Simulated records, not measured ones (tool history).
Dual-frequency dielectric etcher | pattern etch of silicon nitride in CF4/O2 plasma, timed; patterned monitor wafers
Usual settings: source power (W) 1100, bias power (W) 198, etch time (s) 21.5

run,day,source power (W),bias power (W),etch time (s),"read-back reference wafer on the same gauge, depth_nm",mean etch depth across the wafer (angstrom)
1,0.000,1100,198,24.0,102.1,956
2,2.208,1100,198,24.0,102.3,958
3,5.842,1100,198,21.5,102.1,851
4,8.100,1100,198,21.5,102.3,858
5,9.733,1100,198,21.5,102.2,850
6,13.717,1100,198,21.5,102.2,851
# day 20.517: source power generator calibrated
# day 22.471: wet clean of the chamber
7,22.492,1100,198,21.5,102.4,856
8,23.479,1100,198,21.5,102.2,853
9,25.567,1100,198,21.5,102.0,856
10,33.433,1100,198,21.5,102.1,858
11,37.792,1100,198,21.5,102.3,853
# day 39.658: upper electrode replaced
12,40.071,1100,177,21.5,102.2,824
13,42.062,1100,198,21.5,102.2,859
14,44.371,1340,180,21.5,102.2,994
# day 45.821: gauge calibrated
15,46.004,910,240,16.5,102.3,584
# day 49.629: wet clean of the chamber
16,49.650,890,198,21.5,102.1,695
# day 53.679: bias power generator calibrated
17,60.342,960,181,21.5,102.3,726
18,62.333,1210,224,20.0,102.2,914
19,65.788,1100,198,21.5,102.2,853
20,68.100,1100,198,27.5,102.3,1092
# day 72.017: wet clean of the chamber
21,72.475,1100,198,21.5,102.2,851
22,74.925,1100,198,21.5,102.1,859
23,76.850,1100,198,17.0,102.2,681
24,79.750,1100,198,21.5,102.3,853
25,82.188,920,162,23.5,102.2,732
26,91.888,1200,150,18.0,102.2,711
# day 94.150: wet clean of the chamber
27,96.288,1100,198,21.5,102.3,855
28,99.654,1200,176,27.0,102.3,1121
29,102.762,1030,165,15.0,102.2,527

5 ways to go on from here, each from the tool as it stands after run 29. What would each give?
A,102.779,1010,198,21.5,?,?
B,102.779,950,198,26.0,?,?
C,102.779,830,212,26.5,?,?
D,102.779,910,198,25.0,?,?
E,102.779,1100,158,23.5,?,?

run,"read-back reference wafer on the same gauge, depth_nm",mean etch depth across the wafer (angstrom)
A,102.2,793
B,102.2,903
C,102.2,826
D,102.2,833
E,102.2,871
Without the tool's hidden state the same runs would have given:
run,mean etch depth across the wafer (angstrom)
A,793
B,903
C,826
D,833
E,871

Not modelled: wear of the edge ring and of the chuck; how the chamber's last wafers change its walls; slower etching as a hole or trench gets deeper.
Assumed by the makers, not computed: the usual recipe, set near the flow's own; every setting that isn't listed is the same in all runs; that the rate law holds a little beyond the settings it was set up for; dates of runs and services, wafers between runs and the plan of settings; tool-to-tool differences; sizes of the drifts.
